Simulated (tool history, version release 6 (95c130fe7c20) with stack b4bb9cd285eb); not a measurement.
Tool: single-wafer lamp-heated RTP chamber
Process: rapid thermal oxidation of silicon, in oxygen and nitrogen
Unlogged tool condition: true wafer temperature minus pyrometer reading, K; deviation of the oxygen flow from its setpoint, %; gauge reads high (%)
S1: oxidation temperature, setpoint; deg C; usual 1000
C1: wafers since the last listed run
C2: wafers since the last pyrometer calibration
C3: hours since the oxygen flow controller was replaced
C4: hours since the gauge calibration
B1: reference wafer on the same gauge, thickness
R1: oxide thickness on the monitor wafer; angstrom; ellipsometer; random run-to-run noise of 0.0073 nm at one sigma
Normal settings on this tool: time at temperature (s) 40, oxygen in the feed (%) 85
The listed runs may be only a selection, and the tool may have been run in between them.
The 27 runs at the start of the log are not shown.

{"run": 28, "hour": 722.7, "S1": 971, "time at temperature (s)": 52, "oxygen in the feed (%)": 85, "C1": 174, "C2": 1508, "C3": 458.1, "C4": 497.2, "B1": 4.97, "R1": 44.38}
{"run": 29, "hour": 736.2, "S1": 1019, "time at temperature (s)": 26, "oxygen in the feed (%)": 59, "C1": 79, "C2": 1588, "C3": 471.6, "C4": 510.7, "B1": 4.97, "R1": 41.37}
{"run": 30, "hour": 762.3, "S1": 1000, "time at temperature (s)": 27, "oxygen in the feed (%)": 72, "C1": 153, "C2": 1741, "C3": 497.7, "C4": 536.8, "B1": 4.971, "R1": 39.51}
{"run": 31, "hour": 788.0, "S1": 979, "time at temperature (s)": 54, "oxygen in the feed (%)": 85, "C1": 151, "C2": 1893, "C3": 523.4, "C4": 562.5, "B1": 4.969, "R1": 47.7}
{"run": 32, "hour": 807.1, "S1": 986, "time at temperature (s)": 21, "oxygen in the feed (%)": 85, "C1": 112, "C2": 2006, "C3": 542.5, "C4": 581.6, "B1": 4.968, "R1": 34.68}
{"run": 33, "hour": 828.2, "S1": 1000, "time at temperature (s)": 40, "oxygen in the feed (%)": 85, "C1": 124, "C2": 2130, "C3": 563.6, "C4": 602.7, "B1": 4.97, "R1": 48.83}
{"run": 34, "hour": 840.9, "S1": 985, "time at temperature (s)": 22, "oxygen in the feed (%)": 85, "C1": 74, "C2": 2205, "C3": 576.3, "C4": 615.4, "B1": 4.968, "R1": 34.99}
{"run": 35, "hour": 861.1, "S1": 992, "time at temperature (s)": 58, "oxygen in the feed (%)": 93, "C1": 119, "C2": 2324, "C3": 596.5, "C4": 635.6, "B1": 4.971, "R1": 55.73}
{"run": 36, "hour": 874.1, "S1": 1000, "time at temperature (s)": 40, "oxygen in the feed (%)": 85, "C1": 76, "C2": 2401, "C3": 609.5, "C4": 648.6, "B1": 4.97, "R1": 48.81}
{"run": 37, "hour": 903.7, "S1": 1000, "time at temperature (s)": 40, "oxygen in the feed (%)": 85, "C1": 174, "C2": 2575, "C3": 639.1, "C4": 678.2, "B1": 4.969, "R1": 48.89}

Forecast each of these 5 alternatives for the next run:
{"run": "A", "hour": 904.2, "S1": 1020, "time at temperature (s)": 40, "oxygen in the feed (%)": 85, "C1": 2, "C2": 2578, "C3": 639.6, "C4": 678.7, "B1": "?", "R1": "?"}
{"run": "B", "hour": 904.2, "S1": 1016, "time at temperature (s)": 40, "oxygen in the feed (%)": 75, "C1": 2, "C2": 2578, "C3": 639.6, "C4": 678.7, "B1": "?", "R1": "?"}
{"run": "C", "hour": 904.2, "S1": 986, "time at temperature (s)": 40, "oxygen in the feed (%)": 85, "C1": 2, "C2": 2578, "C3": 639.6, "C4": 678.7, "B1": "?", "R1": "?"}
{"run": "D", "hour": 904.2, "S1": 1024, "time at temperature (s)": 26, "oxygen in the feed (%)": 66, "C1": 2, "C2": 2578, "C3": 639.6, "C4": 678.7, "B1": "?", "R1": "?"}
{"run": "E", "hour": 904.2, "S1": 1019, "time at temperature (s)": 40, "oxygen in the feed (%)": 85, "C1": 2, "C2": 2578, "C3": 639.6, "C4": 678.7, "B1": "?", "R1": "?"}

run=A B1=4.968 R1=56.29
run=B B1=4.968 R1=52.43
run=C B1=4.968 R1=44.33
run=D B1=4.968 R1=44.42
run=E B1=4.968 R1=55.89
Take away the tool's hidden state, keep each run's random variation, and the runs would have read:
run=A R1=55.99
run=B R1=52.15
run=C R1=44.09
run=D R1=44.2
run=E R1=55.59

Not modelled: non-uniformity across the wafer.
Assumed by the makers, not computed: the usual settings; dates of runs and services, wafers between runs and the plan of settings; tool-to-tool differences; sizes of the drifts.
